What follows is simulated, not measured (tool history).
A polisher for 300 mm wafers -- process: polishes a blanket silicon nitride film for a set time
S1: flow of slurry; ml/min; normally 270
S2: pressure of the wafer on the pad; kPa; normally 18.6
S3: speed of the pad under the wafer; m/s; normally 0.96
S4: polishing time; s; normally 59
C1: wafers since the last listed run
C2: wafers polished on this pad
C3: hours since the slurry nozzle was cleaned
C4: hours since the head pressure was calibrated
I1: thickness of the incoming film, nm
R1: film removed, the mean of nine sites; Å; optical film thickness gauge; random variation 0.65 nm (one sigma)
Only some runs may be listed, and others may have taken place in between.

run	hour	S1	S2	S3	S4	C1	C2	C3	C4	I1	R1
1	0.0	270	18.6	0.96	52	0	45	693.2	1056.4	663.2	561
2	18.5	270	18.6	0.96	52	124	169	711.7	1074.9	664.7	545
# hour 42.8: slurry nozzle cleaned
3	47.3	270	18.6	0.96	52	186	355	4.5	1103.7	651.5	592
4	83.2	270	18.6	0.96	59	240	596	40.4	1139.6	667.5	660
5	114.9	270	18.6	0.96	59	212	809	72.1	1171.3	657.3	673
# hour 151.8: worn pad replaced by a new one
6	169.7	270	18.6	0.96	75	340	120	126.9	1226.1	652.2	853
7	182.6	270	18.6	0.96	75	86	206	139.8	1239.0	658.8	853
8	203.7	270	18.6	0.96	59	141	348	160.9	1260.1	656.1	673
9	219.1	270	18.6	0.96	59	103	451	176.3	1275.5	666.7	659
10	270.1	270	13.8	0.96	59	342	794	227.3	1326.5	666.6	513
11	296.3	270	13.8	0.96	59	175	969	253.5	1352.7	664.3	515
# hour 304.2: worn pad replaced by a new one
12	328.6	340	18.6	0.96	59	189	163	285.8	1385.0	664.9	663
13	386.4	340	18.6	0.96	59	387	551	343.6	1442.8	653.1	687
14	404.1	230	18.6	0.96	45	118	670	361.3	1460.5	655.7	496
# hour 424.3: head pressure recalibrated
15	427.7	230	18.6	0.96	45	144	815	384.9	3.4	656.9	501
16	452.6	270	18.6	0.96	59	167	982	409.8	28.3	671.6	649
# hour 466.4: worn pad replaced by a new one
17	488.3	270	24.1	1.22	59	212	147	445.5	64.0	658.3	956
18	512.0	230	18.6	0.96	45	159	306	469.2	87.7	652.4	486
19	536.1	225	18.6	0.96	48	161	467	493.3	111.8	661.4	513
20	558.1	270	18.6	0.96	59	147	615	515.3	133.8	659.6	639
21	586.9	185	22.1	0.80	72	193	808	544.1	162.6	671.4	791
22	604.0	300	15.9	0.76	48	114	923	561.2	179.7	667.9	405
23	617.6	270	18.6	0.96	59	91	1014	574.8	193.3	658.0	636
24	633.5	345	18.6	0.96	59	106	1121	590.7	209.2	650.5	664
# hour 654.9: worn pad replaced by a new one
25	664.3	270	18.6	0.96	59	179	63	621.5	240.0	650.1	633
26	687.2	300	13.1	1.22	68	153	216	644.4	262.9	657.2	640
# hour 688.6: slurry nozzle cleaned
27	726.7	205	21.4	0.80	79	258	475	38.1	302.4	656.8	872
28	745.6	270	18.6	0.70	70	126	601	57.0	321.3	648.1	652
29	772.8	360	18.6	1.12	43	182	784	84.2	348.5	667.9	535
# hour 850.9: worn pad replaced by a new one
30	872.1	270	20.0	1.10	59	639	142	183.5	447.8	659.2	780

What the log doesn't show, run by run:
removal rate lost through wear of the pad, %: 0 at every run
deviation of the head's pressure from its setpoint, %: 0 at every run
H1: slurry flow missing at the pad, %
run	H1
1	45.9
2	48.2
3	3.74
4	3.88
5	4.19
6	5.12
7	5.42
8	5.96
9	6.4
10	8.17
11	9.25
12	10.7
13	13.9
14	14.9
15	16.4
16	18.1
17	20.7
18	22.6
19	24.6
20	26.5
21	29.1
22	30.7
23	32
24	33.6
25	36.8
26	39.3
27	2.27
28	2.43
29	2.76
30	5.03
